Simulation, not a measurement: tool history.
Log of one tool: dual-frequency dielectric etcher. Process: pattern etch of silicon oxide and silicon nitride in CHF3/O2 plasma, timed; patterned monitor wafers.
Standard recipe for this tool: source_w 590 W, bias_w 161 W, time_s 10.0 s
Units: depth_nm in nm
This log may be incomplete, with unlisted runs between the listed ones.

run	hour	source_w	bias_w	time_s	read-back reference wafer on the same gauge, depth_nm	depth_nm
1	0.0	590	161	10.0	13.59	13.11
2	13.1	590	161	10.0	13.61	13.09
3	22.8	590	161	10.0	13.61	13.07
# hour 50.9: upper electrode replaced
# hour 59.3: gauge calibrated
# hour 62.3: bias power generator calibrated
# hour 71.9: wet clean of the chamber
4	72.4	590	161	10.0	13.60	13.72
5	72.7	590	161	10.0	13.61	13.69
6	73.0	590	161	10.0	13.60	13.66
7	73.3	590	161	10.0	13.60	13.73
8	81.2	590	161	12.0	13.59	16.42
# hour 94.9: source power generator calibrated
9	97.0	550	161	10.0	13.60	13.36
10	108.7	590	129	10.0	13.58	13.08
11	119.5	590	161	10.0	13.60	13.67
12	137.4	590	122	10.0	13.60	12.91
13	146.4	510	185	12.5	13.61	16.81
# hour 157.2: gauge calibrated
14	159.8	590	193	12.0	13.60	16.90

Forecast each of these 5 alternatives for the next run:
A	160.2	590	194	10.0	?	?
B	160.2	470	161	8.0	?	?
C	160.2	660	161	11.0	?	?
D	160.2	590	190	8.0	?	?
E	160.2	680	172	8.5	?	?

run	read-back reference wafer on the same gauge, depth_nm	depth_nm
A	13.59	14.14
B	13.59	10.20
C	13.59	15.45
D	13.59	11.26
E	13.59	12.21
With no hidden state in the tool, these same runs would have given:
run	depth_nm
A	14.22
B	10.26
C	15.54
D	11.33
E	12.28
